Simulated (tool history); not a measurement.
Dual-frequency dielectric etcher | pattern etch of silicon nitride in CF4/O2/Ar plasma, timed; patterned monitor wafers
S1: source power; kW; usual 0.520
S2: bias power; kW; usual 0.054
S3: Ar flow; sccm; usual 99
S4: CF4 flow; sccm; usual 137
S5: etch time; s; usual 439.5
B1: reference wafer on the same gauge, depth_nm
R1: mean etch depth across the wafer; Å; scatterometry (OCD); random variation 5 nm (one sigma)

run	day	S1	S2	S3	S4	S5	B1	R1
1	0.000	0.520	0.054	99	137	439.5	744.2	8101
2	2.475	0.520	0.054	99	137	439.5	743.4	7877
# day 3.950: bias power generator calibrated
3	5.208	0.600	0.049	99	137	439.5	743.0	8646
4	6.625	0.490	0.054	99	137	439.5	743.0	7675
# day 10.917: upper electrode replaced
# day 12.454: CF4 flow controller replaced
5	13.571	0.450	0.045	108	137	537.0	743.1	7899
# day 15.842: Ar flow controller replaced
6	15.938	0.520	0.054	91	110	493.5	742.2	8882
# day 18.421: wet clean of the chamber
7	18.442	0.520	0.054	99	137	439.5	744.3	8051
# day 20.492: source power generator calibrated
8	21.183	0.520	0.054	92	137	439.5	742.6	7752
9	23.471	0.520	0.054	99	110	310.5	742.0	5312
10	24.867	0.520	0.054	99	137	541.0	744.3	9600
11	26.096	0.520	0.054	99	137	439.5	743.9	7668
12	27.325	0.420	0.061	99	164	439.5	743.8	6978
13	29.446	0.520	0.048	99	105	335.0	744.5	5364
14	30.688	0.470	0.046	99	125	439.5	742.6	6469
15	32.375	0.520	0.054	99	137	439.5	741.7	7776
16	35.162	0.520	0.054	99	137	439.5	743.6	7786
# day 37.850: wet clean of the chamber
17	37.871	0.520	0.054	99	137	533.0	745.6	9390
18	39.533	0.620	0.065	99	137	370.0	744.6	8381
19	42.500	0.520	0.054	120	125	439.5	742.2	7610
20	43.862	0.520	0.054	99	137	439.5	742.2	7801

Measured less the same run without the tool's hidden state. The same run-to-run variation is in both; the gauge's scatter may not be:
The hidden state here: etch rate over this chamber's usual, %; source power that arrives over what is set, %; bias power that arrives over what is set, %; Ar flow that arrives over what is set, %; CF4 flow that arrives over what is set, %; gauge reads high (%).
run	R1
1	+213
2	+219
3	+257
4	+234
5	+279
6	+326
7	+311
8	-14
9	-9
10	-17
11	-12
12	-11
13	-8
14	-9
15	-10
16	-8
17	-7
18	-5
19	-1
20	+0
